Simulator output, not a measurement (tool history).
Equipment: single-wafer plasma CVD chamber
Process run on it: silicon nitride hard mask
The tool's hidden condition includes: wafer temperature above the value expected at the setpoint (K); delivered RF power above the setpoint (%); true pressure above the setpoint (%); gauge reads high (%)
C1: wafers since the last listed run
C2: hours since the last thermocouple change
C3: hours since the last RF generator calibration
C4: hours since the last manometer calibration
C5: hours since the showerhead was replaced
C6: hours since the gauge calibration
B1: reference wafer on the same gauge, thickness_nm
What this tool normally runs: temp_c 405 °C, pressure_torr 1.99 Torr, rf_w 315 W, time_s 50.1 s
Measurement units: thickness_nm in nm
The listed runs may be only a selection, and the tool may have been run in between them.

run 1 day=0 | temp_c=405 pressure_torr=1.99 rf_w=315 time_s=50.1 | C1=0 C2=2270 C3=601 C4=2090.1 C5=7416.8 C6=552.5 | B1=64.291 | thickness_nm=62.335
run 2 day=1.517 | temp_c=405 pressure_torr=1.99 rf_w=315 time_s=50.1 | C1=973 C2=2306.4 C3=637.4 C4=2126.5 C5=7453.2 C6=588.9 | B1=64.277 | thickness_nm=61.726
run 3 day=1.879 | temp_c=405 pressure_torr=1.99 rf_w=315 time_s=50.1 | C1=232 C2=2315.1 C3=646.1 C4=2135.2 C5=7461.9 C6=597.6 | B1=64.3 | thickness_nm=62.139
run 4 day=2.433 | temp_c=405 pressure_torr=1.99 rf_w=315 time_s=50.1 | C1=355 C2=2328.4 C3=659.4 C4=2148.5 C5=7475.2 C6=610.9 | B1=64.317 | thickness_nm=62.241
run 5 day=2.767 | temp_c=405 pressure_torr=1.99 rf_w=315 time_s=50.1 | C1=214 C2=2336.4 C3=667.4 C4=2156.5 C5=7483.2 C6=618.9 | B1=64.317 | thickness_nm=62.045
run 6 day=3.312 | temp_c=405 pressure_torr=1.99 rf_w=315 time_s=50.1 | C1=350 C2=2349.5 C3=680.5 C4=2169.6 C5=7496.3 C6=632 | B1=64.267 | thickness_nm=62.156
run 7 day=3.7 | temp_c=405 pressure_torr=1.56 rf_w=315 time_s=40.3 | C1=248 C2=2358.8 C3=689.8 C4=2178.9 C5=7505.6 C6=641.3 | B1=64.332 | thickness_nm=45.345
run 8 day=4.021 | temp_c=390 pressure_torr=1.6 rf_w=280 time_s=50.1 | C1=206 C2=2366.5 C3=697.5 C4=2186.6 C5=7513.3 C6=649 | B1=64.242 | thickness_nm=55.234
run 9 day=4.592 | temp_c=394 pressure_torr=1.99 rf_w=355 time_s=54.5 | C1=366 C2=2380.2 C3=711.2 C4=2200.3 C5=7527 C6=662.7 | B1=64.25 | thickness_nm=70.768
run 10 day=5.162 | temp_c=405 pressure_torr=1.99 rf_w=315 time_s=50.1 | C1=366 C2=2393.9 C3=724.9 C4=2214 C5=7540.7 C6=676.4 | B1=64.371 | thickness_nm=61.691
-- day=6.417 capacitance manometer re-zeroed and calibrated
-- day=6.717 showerhead replaced
-- day=7.1 gauge calibrated
run 11 day=7.112 | temp_c=416 pressure_torr=2.17 rf_w=345 time_s=41.7 | C1=846 C2=2440.7 C3=771.7 C4=16.7 C5=9.5 C6=0.3 | B1=64.347 | thickness_nm=54.726
run 12 day=7.404 | temp_c=405 pressure_torr=1.99 rf_w=315 time_s=50.1 | C1=187 C2=2447.7 C3=778.7 C4=23.7 C5=16.5 C6=7.3 | B1=64.344 | thickness_nm=62.004
run 13 day=7.662 | temp_c=394 pressure_torr=1.75 rf_w=350 time_s=50.1 | C1=165 C2=2453.9 C3=784.9 C4=29.9 C5=22.7 C6=13.5 | B1=64.295 | thickness_nm=61.53
-- day=9.183 RF generator calibrated
run 14 day=9.742 | temp_c=405 pressure_torr=1.99 rf_w=315 time_s=50.1 | C1=1121 C2=2503.8 C3=13.4 C4=79.8 C5=72.6 C6=63.4 | B1=64.311 | thickness_nm=62.338
run 15 day=10.138 | temp_c=405 pressure_torr=1.99 rf_w=315 time_s=50.1 | C1=254 C2=2513.3 C3=22.9 C4=89.3 C5=82.1 C6=72.9 | B1=64.263 | thickness_nm=61.783
run 16 day=12.221 | temp_c=391 pressure_torr=2.32 rf_w=315 time_s=50.1 | C1=1337 C2=2563.3 C3=72.9 C4=139.3 C5=132.1 C6=122.9 | B1=64.378 | thickness_nm=65.578
run 17 day=12.558 | temp_c=405 pressure_torr=2.3 rf_w=330 time_s=50.1 | C1=216 C2=2571.4 C3=81 C4=147.4 C5=140.2 C6=131 | B1=64.332 | thickness_nm=66.474
run 18 day=13.288 | temp_c=399 pressure_torr=1.99 rf_w=315 time_s=54.7 | C1=468 C2=2588.9 C3=98.5 C4=164.9 C5=157.7 C6=148.5 | B1=64.254 | thickness_nm=67.802
run 19 day=13.788 | temp_c=405 pressure_torr=1.99 rf_w=370 time_s=50.1 | C1=321 C2=2600.9 C3=110.5 C4=176.9 C5=169.7 C6=160.5 | B1=64.361 | thickness_nm=66.083
run 20 day=14.204 | temp_c=414 pressure_torr=1.99 rf_w=315 time_s=50.1 | C1=267 C2=2610.9 C3=120.5 C4=186.9 C5=179.7 C6=170.5 | B1=64.294 | thickness_nm=61.801
-- day=15.625 thermocouple changed; heater temperature recalibrated
run 21 day=16.208 | temp_c=409 pressure_torr=2.13 rf_w=360 time_s=55.6 | C1=1072 C2=14 C3=168.6 C4=235 C5=227.8 C6=218.6 | B1=64.374 | thickness_nm=73.629
run 22 day=16.629 | temp_c=400 pressure_torr=2.27 rf_w=265 time_s=45.1 | C1=270 C2=24.1 C3=178.7 C4=245.1 C5=237.9 C6=228.7 | B1=64.341 | thickness_nm=54.539
run 23 day=17.067 | temp_c=405 pressure_torr=1.99 rf_w=315 time_s=58.5 | C1=280 C2=34.6 C3=189.2 C4=255.6 C5=248.4 C6=239.2 | B1=64.301 | thickness_nm=72.042
run 24 day=17.608 | temp_c=399 pressure_torr=2.14 rf_w=300 time_s=58 | C1=347 C2=47.6 C3=202.2 C4=268.6 C5=261.4 C6=252.2 | B1=64.322 | thickness_nm=72.82
run 25 day=18.275 | temp_c=405 pressure_torr=1.99 rf_w=315 time_s=50.1 | C1=428 C2=63.6 C3=218.2 C4=284.6 C5=277.4 C6=268.2 | B1=64.253 | thickness_nm=61.568
run 26 day=19.7 | temp_c=405 pressure_torr=1.99 rf_w=315 time_s=50.1 | C1=915 C2=97.8 C3=252.4 C4=318.8 C5=311.6 C6=302.4 | B1=64.283 | thickness_nm=62.042
run 27 day=20.004 | temp_c=405 pressure_torr=1.99 rf_w=270 time_s=53.4 | C1=195 C2=105.1 C3=259.7 C4=326.1 C5=318.9 C6=309.7 | B1=64.266 | thickness_nm=62.394
run 28 day=20.279 | temp_c=405 pressure_torr=1.99 rf_w=315 time_s=50.1 | C1=176 C2=111.7 C3=266.3 C4=332.7 C5=325.5 C6=316.3 | B1=64.366 | thickness_nm=62.2
run 29 day=22.525 | temp_c=405 pressure_torr=1.86 rf_w=315 time_s=50.1 | C1=1442 C2=165.6 C3=320.2 C4=386.6 C5=379.4 C6=370.2 | B1=64.336 | thickness_nm=60.565
run 30 day=22.833 | temp_c=405 pressure_torr=1.99 rf_w=315 time_s=50.1 | C1=198 C2=173 C3=327.6 C4=394 C5=386.8 C6=377.6 | B1=64.302 | thickness_nm=62.138

Each row is a separate what-if for the run after 30, all from the same tool condition, not one after another. Results?
run A day=22.85 | temp_c=405 pressure_torr=1.99 rf_w=315 time_s=52.9 | C1=10 C2=173.4 C3=328 C4=394.4 C5=387.2 C6=378 | B1=? | thickness_nm=?
run B day=22.85 | temp_c=405 pressure_torr=2.3 rf_w=315 time_s=57.8 | C1=10 C2=173.4 C3=328 C4=394.4 C5=387.2 C6=378 | B1=? | thickness_nm=?
run C day=22.85 | temp_c=417 pressure_torr=1.99 rf_w=265 time_s=50.1 | C1=10 C2=173.4 C3=328 C4=394.4 C5=387.2 C6=378 | B1=? | thickness_nm=?

run=A B1=64.319 thickness_nm=65.441
run=B B1=64.319 thickness_nm=75.027
run=C B1=64.319 thickness_nm=57.816
Stripped of hidden state, with their random variation kept, the same runs would have yielded:
run=A thickness_nm=65.441
run=B thickness_nm=75.027
run=C thickness_nm=57.816
